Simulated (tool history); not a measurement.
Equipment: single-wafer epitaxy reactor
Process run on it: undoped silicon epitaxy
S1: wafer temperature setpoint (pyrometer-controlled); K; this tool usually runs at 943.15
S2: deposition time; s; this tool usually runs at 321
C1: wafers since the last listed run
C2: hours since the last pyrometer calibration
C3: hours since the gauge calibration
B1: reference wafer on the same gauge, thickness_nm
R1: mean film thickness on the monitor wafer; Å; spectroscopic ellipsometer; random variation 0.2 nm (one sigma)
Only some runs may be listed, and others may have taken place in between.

Run 1, hour 0.0: usual settings; C1 0; C2 2542.0; C3 128.6; B1 73.260. Result: R1 785.91 Å.
Run 2, hour 21.4: usual settings; C1 167; C2 2563.4; C3 150.0; B1 73.076. Result: R1 782.79 Å.
Run 3, hour 44.3: usual settings but S1 953.15 K, S2 366 s; C1 179; C2 2586.3; C3 172.9; B1 73.107. Result: R1 1075.91 Å.
Run 4, hour 77.2: usual settings but S2 349 s; C1 257; C2 2619.2; C3 205.8; B1 72.973. Result: R1 848.11 Å.
At hour 113.8: gauge calibrated.
Run 5, hour 120.5: usual settings but S2 349 s; C1 339; C2 2662.5; C3 6.7; B1 73.601. Result: R1 858.59 Å.
Run 6, hour 136.5: usual settings but S2 349 s; C1 125; C2 2678.5; C3 22.7; B1 73.626. Result: R1 861.36 Å.
Run 7, hour 162.9: usual settings; C1 206; C2 2704.9; C3 49.1; B1 73.426. Result: R1 790.36 Å.
Run 8, hour 185.8: usual settings but S1 928.15 K; C1 179; C2 2727.8; C3 72.0; B1 73.402. Result: R1 594.36 Å.
At hour 209.1: pyrometer calibrated.
Run 9, hour 209.6: usual settings but S2 346 s; C1 123; C2 0.5; C3 95.8; B1 73.373. Result: R1 844.59 Å.
Run 10, hour 239.3: usual settings but S1 937.15 K, S2 354 s; C1 232; C2 30.2; C3 125.5; B1 73.344. Result: R1 773.61 Å.
Run 11, hour 264.7: usual settings but S1 932.15 K, S2 265 s; C1 199; C2 55.6; C3 150.9; B1 73.118. Result: R1 527.95 Å.
Run 12, hour 280.5: usual settings; C1 123; C2 71.4; C3 166.7; B1 73.104. Result: R1 783.79 Å.
At hour 304.9: gauge calibrated.
Run 13, hour 315.1: usual settings; C1 271; C2 106.0; C3 10.2; B1 73.583. Result: R1 784.53 Å.
Run 14, hour 341.9: usual settings but S1 952.15 K, S2 350 s; C1 209; C2 132.8; C3 37.0; B1 73.411. Result: R1 1012.60 Å.
Run 15, hour 369.6: usual settings but S1 931.15 K, S2 262 s; C1 217; C2 160.5; C3 64.7; B1 73.351. Result: R1 512.01 Å.

Here are 4 independent what-if runs from the current tool condition. What would each one return?
Run A, hour 370.1: usual settings; C1 3; C2 161.0; C3 65.2; B1 ?. Result: R1 ?.
Run B, hour 370.1: usual settings but S1 930.15 K, S2 262 s; C1 3; C2 161.0; C3 65.2; B1 ?. Result: R1 ?.
Run C, hour 370.1: usual settings but S1 951.15 K, S2 297 s; C1 3; C2 161.0; C3 65.2; B1 ?. Result: R1 ?.
Run D, hour 370.1: usual settings but S2 360 s; C1 3; C2 161.0; C3 65.2; B1 ?. Result: R1 ?.

run      B1      R1
  A  73.434  787.40
  B  73.434  504.68
  C  73.434  842.94
  D  73.434  883.07
What these runs would have given with no unlogged condition in the tool:
run      R1
  A  789.72
  B  506.16
  C  845.42
  D  885.67

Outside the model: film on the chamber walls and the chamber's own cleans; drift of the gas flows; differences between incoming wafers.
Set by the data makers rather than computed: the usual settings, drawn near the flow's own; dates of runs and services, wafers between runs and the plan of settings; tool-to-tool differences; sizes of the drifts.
